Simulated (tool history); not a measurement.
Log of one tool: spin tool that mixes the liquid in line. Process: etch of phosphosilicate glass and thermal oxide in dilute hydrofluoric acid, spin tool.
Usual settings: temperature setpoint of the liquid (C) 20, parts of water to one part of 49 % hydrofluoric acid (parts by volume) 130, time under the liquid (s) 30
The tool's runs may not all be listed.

| run | hour | temperature setpoint of the liquid (C) | parts of water to one part of 49 % hydrofluoric acid (parts by volume) | time under the liquid (s) | wafers since the last listed run | hours since the thermometer was replaced | hours since the hydrofluoric acid flow meter was replaced | hours since the gauge calibration | read-back film thickness of the phosphosilicate glass reference wafer, read on the same gauge (nm) | read-back film thickness of the thermal oxide reference wafer, read on the same gauge (nm) | thickness taken off the phosphosilicate glass on a monitor wafer (nm) | thickness taken off the thermal oxide on a monitor wafer (nm) |
|---|---|---|---|---|---|---|---|---|---|---|---|---|
| 1 | 0 | 20 | 130 | 30 | 0 | 963.7 | 2481.6 | 158.7 | 60.01 | 70.018 | 37.98 | 0.774 |
| 2 | 16.4 | 20 | 130 | 30 | 188 | 980.1 | 2498 | 175.1 | 59.99 | 69.975 | 37.66 | 0.766 |
| 3 | 31.8 | 20 | 175 | 30 | 177 | 995.5 | 2513.4 | 190.5 | 60.04 | 69.988 | 27.33 | 0.541 |
|  | 40.3 | hydrofluoric acid flow meter replaced |
| 4 | 44.6 | 20 | 130 | 30 | 135 | 1008.3 | 4.3 | 203.3 | 59.99 | 69.993 | 37.56 | 0.786 |
| 5 | 59.8 | 20 | 130 | 30 | 174 | 1023.5 | 19.5 | 218.5 | 59.98 | 70.027 | 37.79 | 0.771 |
|  | 65.9 | gauge calibrated |
| 6 | 67.3 | 20 | 130 | 30 | 86 | 1031 | 27 | 1.4 | 60.02 | 70.022 | 38.42 | 0.733 |
|  | 70.2 | thermometer replaced |
| 7 | 84.8 | 20 | 130 | 30 | 189 | 14.6 | 44.5 | 18.9 | 59.98 | 69.997 | 36.01 | 0.714 |
| 8 | 95.7 | 20 | 130 | 30 | 125 | 25.5 | 55.4 | 29.8 | 60.01 | 69.999 | 35.76 | 0.704 |
| 9 | 106.2 | 20 | 130 | 30 | 120 | 36 | 65.9 | 40.3 | 59.99 | 70.012 | 35.87 | 0.694 |
| 10 | 114 | 20 | 100 | 40 | 89 | 43.8 | 73.7 | 48.1 | 60 | 69.981 | 63.99 | 1.272 |
| 11 | 124.2 | 23 | 195 | 15 | 117 | 54 | 83.9 | 58.3 | 60.02 | 69.981 | 12.59 | 0.247 |
| 12 | 132.9 | 17.5 | 190 | 30 | 100 | 62.7 | 92.6 | 67 | 60 | 69.984 | 20.94 | 0.407 |
| 13 | 142.3 | 20 | 95 | 45 | 108 | 72.1 | 102 | 76.4 | 60.04 | 70 | 76.43 | 1.503 |
|  | 144.9 | thermometer replaced, repeated, since the last time left the tool worse |
| 14 | 155.4 | 20 | 130 | 30 | 139 | 10.5 | 115.1 | 89.5 | 59.98 | 70.05 | 40.46 | 0.834 |
| 15 | 164.5 | 21.5 | 190 | 30 | 104 | 19.6 | 124.2 | 98.6 | 59.94 | 70.021 | 27.87 | 0.576 |
| 16 | 170.7 | 17 | 190 | 35 | 71 | 25.8 | 130.4 | 104.8 | 59.99 | 69.969 | 27.07 | 0.526 |
| 17 | 177.9 | 20 | 130 | 30 | 82 | 33 | 137.6 | 112 | 60.01 | 70.018 | 41.34 | 0.783 |
| 18 | 192.7 | 21.5 | 95 | 15 | 170 | 47.8 | 152.4 | 126.8 | 59.99 | 70.046 | 30.54 | 0.611 |
| 19 | 205 | 20 | 130 | 45 | 141 | 60.1 | 164.7 | 139.1 | 60.01 | 69.982 | 60.64 | 1.216 |
| 20 | 217.6 | 20 | 190 | 25 | 144 | 72.7 | 177.3 | 151.7 | 60.03 | 70.007 | 21.59 | 0.42 |
| 21 | 226.8 | 20 | 75 | 30 | 105 | 81.9 | 186.5 | 160.9 | 60.01 | 69.994 | 73.89 | 1.5 |

Forecast run 22:
| 22 | 239.3 | 20 | 130 | 30 | 143 | 94.4 | 199 | 173.4 | ? | ? | ? | ? |

{"run 22": {"read-back film thickness of the phosphosilicate glass reference wafer, read on the same gauge (nm)": 59.98, "read-back film thickness of the thermal oxide reference wafer, read on the same gauge (nm)": 70.023, "thickness taken off the phosphosilicate glass on a monitor wafer (nm)": 40.09, "thickness taken off the thermal oxide on a monitor wafer (nm)": 0.807}}
Without the tool's hidden state the same run would have given thickness taken off the phosphosilicate glass on a monitor wafer (nm) 40.48, thickness taken off the thermal oxide on a monitor wafer (nm) 0.815.

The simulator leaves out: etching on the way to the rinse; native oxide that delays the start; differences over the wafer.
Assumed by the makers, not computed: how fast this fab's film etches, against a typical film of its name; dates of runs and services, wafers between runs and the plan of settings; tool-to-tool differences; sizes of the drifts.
